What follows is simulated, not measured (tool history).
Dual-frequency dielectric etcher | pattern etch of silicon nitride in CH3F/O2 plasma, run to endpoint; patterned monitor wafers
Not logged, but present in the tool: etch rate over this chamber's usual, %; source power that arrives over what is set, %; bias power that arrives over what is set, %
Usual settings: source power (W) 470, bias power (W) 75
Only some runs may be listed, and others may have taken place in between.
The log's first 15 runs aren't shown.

run,day,source power (W),bias power (W),wafers since the last listed run,hours since the last wet clean,hours since the last source power generator calibration,hours since the last bias power generator calibration,hours since the last upper electrode change,"incoming incoming film thickness, nm",endpoint time (s)
16,38.092,390,75,299,216.7,2231.2,5401.1,90.0,101.4,124.2
17,40.783,380,69,316,281.3,2295.8,5465.7,154.6,102.0,128.1
18,42.329,470,75,181,318.4,2332.9,5502.8,191.7,101.3,116.7
# day 43.488: bias power generator calibrated
19,43.888,500,75,163,355.8,2370.3,9.6,229.1,102.3,116.0
# day 46.212: wet clean of the chamber
20,46.621,410,93,204,9.8,2435.9,75.2,294.7,101.5,113.5
21,49.596,580,75,350,81.2,2507.3,146.6,366.1,102.2,105.7
22,52.429,470,75,333,149.2,2575.3,214.6,434.1,100.7,113.3
23,55.217,430,67,328,216.1,2642.2,281.5,501.0,102.1,122.6

Run 24, settings as shown, results not yet in. Your forecast:
# day 55.892: source power generator calibrated
24,56.508,520,70,132,247.1,14.8,312.5,532.0,99.8,?

endpoint time (s): 111.6
Take away the tool's hidden state, keep the run-to-run variation as it was, and the same run would have given endpoint time (s) 108.8.
